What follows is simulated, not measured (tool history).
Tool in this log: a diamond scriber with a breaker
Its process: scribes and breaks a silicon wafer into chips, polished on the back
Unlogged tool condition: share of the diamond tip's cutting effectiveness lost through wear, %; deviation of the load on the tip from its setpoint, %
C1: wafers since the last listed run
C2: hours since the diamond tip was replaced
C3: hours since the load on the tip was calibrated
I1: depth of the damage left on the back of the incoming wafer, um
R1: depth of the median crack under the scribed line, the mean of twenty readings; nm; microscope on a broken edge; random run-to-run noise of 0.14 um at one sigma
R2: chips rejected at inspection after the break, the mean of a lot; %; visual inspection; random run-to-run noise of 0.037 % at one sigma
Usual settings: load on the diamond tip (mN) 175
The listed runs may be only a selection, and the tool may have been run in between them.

{"run": 1, "hour": 0.0, "load on the diamond tip (mN)": 148, "C1": 0, "C2": 1.5, "C3": 720.9, "I1": 0.04, "R1": 11920, "R2": 2.33}
{"run": 2, "hour": 28.8, "load on the diamond tip (mN)": 148, "C1": 41, "C2": 30.3, "C3": 749.7, "I1": 0.02, "R1": 11930, "R2": 2.22}
{"run": 3, "hour": 64.5, "load on the diamond tip (mN)": 155, "C1": 51, "C2": 66, "C3": 785.4, "I1": 0.04, "R1": 12130, "R2": 2.01}
{"run": 4, "hour": 91.8, "load on the diamond tip (mN)": 155, "C1": 39, "C2": 93.3, "C3": 812.7, "I1": 0.01, "R1": 11870, "R2": 1.8}
{"run": 5, "hour": 114.5, "load on the diamond tip (mN)": 163, "C1": 33, "C2": 116, "C3": 835.4, "I1": 0.04, "R1": 12450, "R2": 1.56}
{"run": 6, "hour": 149.6, "load on the diamond tip (mN)": 163, "C1": 51, "C2": 151.1, "C3": 870.5, "I1": 0.02, "R1": 12330, "R2": 1.61}
{"run": 7, "hour": 163.6, "load on the diamond tip (mN)": 163, "C1": 20, "C2": 165.1, "C3": 884.5, "I1": 0.03, "R1": 12150, "R2": 1.63}
{"run": 8, "hour": 176.8, "load on the diamond tip (mN)": 193, "C1": 19, "C2": 178.3, "C3": 897.7, "I1": 0.02, "R1": 13030, "R2": 1.16}
{"hour": 191.9, "done": "diamond tip replaced by a new one"}
{"run": 9, "hour": 205.1, "load on the diamond tip (mN)": 193, "C1": 38, "C2": 13.2, "C3": 926, "I1": 0.02, "R1": 13300, "R2": 1.22}
{"run": 10, "hour": 237.0, "load on the diamond tip (mN)": 175, "C1": 46, "C2": 45.1, "C3": 957.9, "I1": 0.02, "R1": 12480, "R2": 1.28}
{"run": 11, "hour": 258.5, "load on the diamond tip (mN)": 175, "C1": 31, "C2": 66.6, "C3": 979.4, "I1": 0.04, "R1": 12610, "R2": 1.36}
{"run": 12, "hour": 327.0, "load on the diamond tip (mN)": 175, "C1": 99, "C2": 135.1, "C3": 1047.9, "I1": 0.05, "R1": 12600, "R2": 1.32}
{"run": 13, "hour": 343.7, "load on the diamond tip (mN)": 175, "C1": 24, "C2": 151.8, "C3": 1064.6, "I1": 0.02, "R1": 12540, "R2": 1.36}
{"run": 14, "hour": 373.8, "load on the diamond tip (mN)": 199, "C1": 43, "C2": 181.9, "C3": 1094.7, "I1": 0.04, "R1": 13000, "R2": 1.28}
{"hour": 386.9, "done": "diamond tip replaced by a new one"}
{"run": 15, "hour": 387.4, "load on the diamond tip (mN)": 200, "C1": 16, "C2": 0.5, "C3": 1108.3, "I1": 0.04, "R1": 13360, "R2": 1.18}
{"hour": 399.7, "done": "load on the tip recalibrated"}
{"run": 16, "hour": 400.4, "load on the diamond tip (mN)": 158, "C1": 15, "C2": 13.5, "C3": 0.7, "I1": 0.04, "R1": 11870, "R2": 2.46}
{"run": 17, "hour": 416.1, "load on the diamond tip (mN)": 210, "C1": 22, "C2": 29.2, "C3": 16.4, "I1": 0.03, "R1": 13110, "R2": 1.16}
{"run": 18, "hour": 437.5, "load on the diamond tip (mN)": 150, "C1": 31, "C2": 50.6, "C3": 37.8, "I1": 0.02, "R1": 11310, "R2": 3}
{"run": 19, "hour": 468.2, "load on the diamond tip (mN)": 175, "C1": 44, "C2": 81.3, "C3": 68.5, "I1": 0.04, "R1": 12240, "R2": 1.73}
{"hour": 498.4, "done": "load on the tip recalibrated, repeated, since the last time left the tool worse"}
{"run": 20, "hour": 501.8, "load on the diamond tip (mN)": 175, "C1": 45, "C2": 114.9, "C3": 3.4, "I1": 0.01, "R1": 13140, "R2": 1.18}
{"run": 21, "hour": 536.2, "load on the diamond tip (mN)": 191, "C1": 50, "C2": 149.3, "C3": 37.8, "I1": 0.02, "R1": 13570, "R2": 1.31}
{"run": 22, "hour": 559.4, "load on the diamond tip (mN)": 195, "C1": 33, "C2": 172.5, "C3": 61, "I1": 0.02, "R1": 13820, "R2": 1.31}

Predict the results of run 23:
{"hour": 573.5, "done": "diamond tip replaced by a new one"}
{"run": 23, "hour": 585.1, "load on the diamond tip (mN)": 221, "C1": 34, "C2": 11.6, "C3": 86.7, "I1": 0.02, "R1": "?", "R2": "?"}

{"run 23": {"R1": 14120, "R2": 2.02}}
If the tool had no hidden condition, the same run with the same run-to-run variation would have returned R1 14230 nm, R2 2.17 %.
